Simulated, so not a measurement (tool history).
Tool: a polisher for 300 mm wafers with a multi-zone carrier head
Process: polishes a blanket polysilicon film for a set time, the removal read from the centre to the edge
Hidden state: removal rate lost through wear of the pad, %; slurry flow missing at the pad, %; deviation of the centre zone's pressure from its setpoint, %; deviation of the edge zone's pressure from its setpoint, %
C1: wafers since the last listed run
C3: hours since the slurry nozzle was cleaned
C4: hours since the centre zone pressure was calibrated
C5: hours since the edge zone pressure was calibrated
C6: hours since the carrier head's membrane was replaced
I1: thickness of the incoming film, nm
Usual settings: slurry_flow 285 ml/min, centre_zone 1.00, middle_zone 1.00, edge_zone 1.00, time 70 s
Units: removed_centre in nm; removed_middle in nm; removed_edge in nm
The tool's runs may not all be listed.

Run 1, hour 0.0: usual settings but time 88 s; C1 0; wafers polished on this pad 649; C3 260.9; C4 94.6; C5 864.0; C6 203.9; I1 2304.3. Result: removed_centre 530.3 nm, removed_middle 539.3 nm, removed_edge 538.6 nm.
Run 2, hour 69.9: usual settings; C1 820; wafers polished on this pad 1469; C3 330.8; C4 164.5; C5 933.9; C6 273.8; I1 2286.0. Result: removed_centre 420.0 nm, removed_middle 430.9 nm, removed_edge 425.1 nm.
At hour 96.1: worn pad replaced by a new one.
Run 3, hour 137.3: usual settings; C1 743; wafers polished on this pad 483; C3 398.2; C4 231.9; C5 1001.3; C6 341.2; I1 2316.6. Result: removed_centre 423.8 nm, removed_middle 429.8 nm, removed_edge 431.7 nm.
Run 4, hour 178.2: usual settings; C1 479; wafers polished on this pad 962; C3 439.1; C4 272.8; C5 1042.2; C6 382.1; I1 2334.4. Result: removed_centre 423.3 nm, removed_middle 434.0 nm, removed_edge 433.3 nm.
Run 5, hour 228.9: usual settings; C1 594; wafers polished on this pad 1557; C3 489.8; C4 323.5; C5 1092.9; C6 432.8; I1 2296.8. Result: removed_centre 412.2 nm, removed_middle 426.7 nm, removed_edge 423.7 nm.
At hour 250.1: worn pad replaced by a new one.
Run 6, hour 253.9: usual settings but edge_zone 1.06; C1 246; wafers polished on this pad 44; C3 514.8; C4 348.5; C5 1117.9; C6 457.8; I1 2303.5. Result: removed_centre 415.5 nm, removed_middle 425.0 nm, removed_edge 435.9 nm.
Run 7, hour 291.2: usual settings but slurry_flow 210 ml/min; C1 437; wafers polished on this pad 482; C3 552.1; C4 385.8; C5 1155.2; C6 495.1; I1 2314.7. Result: removed_centre 391.8 nm, removed_middle 394.1 nm, removed_edge 400.1 nm.
Run 8, hour 320.5: usual settings but slurry_flow 210 ml/min; C1 343; wafers polished on this pad 825; C3 581.4; C4 415.1; C5 1184.5; C6 524.4; I1 2275.3. Result: removed_centre 392.5 nm, removed_middle 398.3 nm, removed_edge 407.2 nm.
Run 9, hour 367.3: usual settings but middle_zone 0.96; C1 549; wafers polished on this pad 1374; C3 628.2; C4 461.9; C5 1231.3; C6 571.2; I1 2284.2. Result: removed_centre 420.0 nm, removed_middle 409.3 nm, removed_edge 424.0 nm.
At hour 383.3: worn pad replaced by a new one.
At hour 393.1: carrier head's membrane replaced by a new one.
Run 10, hour 414.1: usual settings but centre_zone 1.03; C1 443; wafers polished on this pad 302; C3 675.0; C4 508.7; C5 1278.1; C6 21.0; I1 2259.2. Result: removed_centre 429.3 nm, removed_middle 427.3 nm, removed_edge 420.8 nm.
At hour 428.3: edge zone pressure recalibrated.
Run 11, hour 463.6: usual settings but slurry_flow 200 ml/min, centre_zone 1.07, edge_zone 1.08, time 52 s; C1 557; wafers polished on this pad 859; C3 724.5; C4 558.2; C5 35.3; C6 70.5; I1 2305.3. Result: removed_centre 307.1 nm, removed_middle 290.0 nm, removed_edge 310.1 nm.
At hour 492.1: centre zone pressure recalibrated.
Run 12, hour 517.7: usual settings; C1 611; wafers polished on this pad 1470; C3 778.6; C4 25.6; C5 89.4; C6 124.6; I1 2325.7. Result: removed_centre 415.3 nm, removed_middle 427.0 nm, removed_edge 409.6 nm.
At hour 546.3: worn pad replaced by a new one.
Run 13, hour 577.0: usual settings; C1 648; wafers polished on this pad 359; C3 837.9; C4 84.9; C5 148.7; C6 183.9; I1 2261.2. Result: removed_centre 410.8 nm, removed_middle 428.3 nm, removed_edge 417.7 nm.
At hour 584.0: slurry nozzle cleaned.
Run 14, hour 601.5: usual settings but centre_zone 1.10, middle_zone 1.08, time 53 s; C1 275; wafers polished on this pad 635; C3 17.5; C4 109.4; C5 173.2; C6 208.4; I1 2312.5. Result: removed_centre 371.3 nm, removed_middle 358.3 nm, removed_edge 327.0 nm.
Run 15, hour 661.1: usual settings but middle_zone 1.03, edge_zone 0.93, time 52 s; C1 699; wafers polished on this pad 1334; C3 77.1; C4 169.0; C5 232.8; C6 268.0; I1 2294.9. Result: removed_centre 324.3 nm, removed_middle 337.2 nm, removed_edge 312.8 nm.
Run 16, hour 695.5: usual settings but slurry_flow 325 ml/min, centre_zone 1.09, edge_zone 0.91, time 80 s; C1 403; wafers polished on this pad 1737; C3 111.5; C4 203.4; C5 267.2; C6 302.4; I1 2318.8. Result: removed_centre 552.6 nm, removed_middle 507.4 nm, removed_edge 479.9 nm.
At hour 714.2: worn pad replaced by a new one.
Run 17, hour 732.0: usual settings but slurry_flow 320 ml/min, middle_zone 0.94, edge_zone 1.08; C1 381; wafers polished on this pad 208; C3 148.0; C4 239.9; C5 303.7; C6 338.9; I1 2313.7. Result: removed_centre 441.0 nm, removed_middle 427.4 nm, removed_edge 450.3 nm.

Forecast each of these 3 alternatives for the next run:
Run A, hour 732.4: usual settings; C1 4; wafers polished on this pad 213; C3 148.4; C4 240.3; C5 304.1; C6 339.3; I1 2251.5. Result: removed_centre ?, removed_middle ?, removed_edge ?.
Run B, hour 732.4: usual settings but slurry_flow 335 ml/min, edge_zone 1.06; C1 4; wafers polished on this pad 213; C3 148.4; C4 240.3; C5 304.1; C6 339.3; I1 2251.5. Result: removed_centre ?, removed_middle ?, removed_edge ?.
Run C, hour 732.4: usual settings but slurry_flow 255 ml/min, middle_zone 1.09, edge_zone 0.91; C1 4; wafers polished on this pad 213; C3 148.4; C4 240.3; C5 304.1; C6 339.3; I1 2251.5. Result: removed_centre ?, removed_middle ?, removed_edge ?.

run  removed_centre  removed_middle  removed_edge
  A           429.9           434.6         435.0
  B           440.0           443.8         454.7
  C           422.1           457.8         410.5
Without the tool's hidden state the same runs would have given:
run  removed_centre  removed_middle  removed_edge
  A           443.2           446.8         444.2
  B           451.4           454.2         462.8
  C           437.0           472.2         420.1
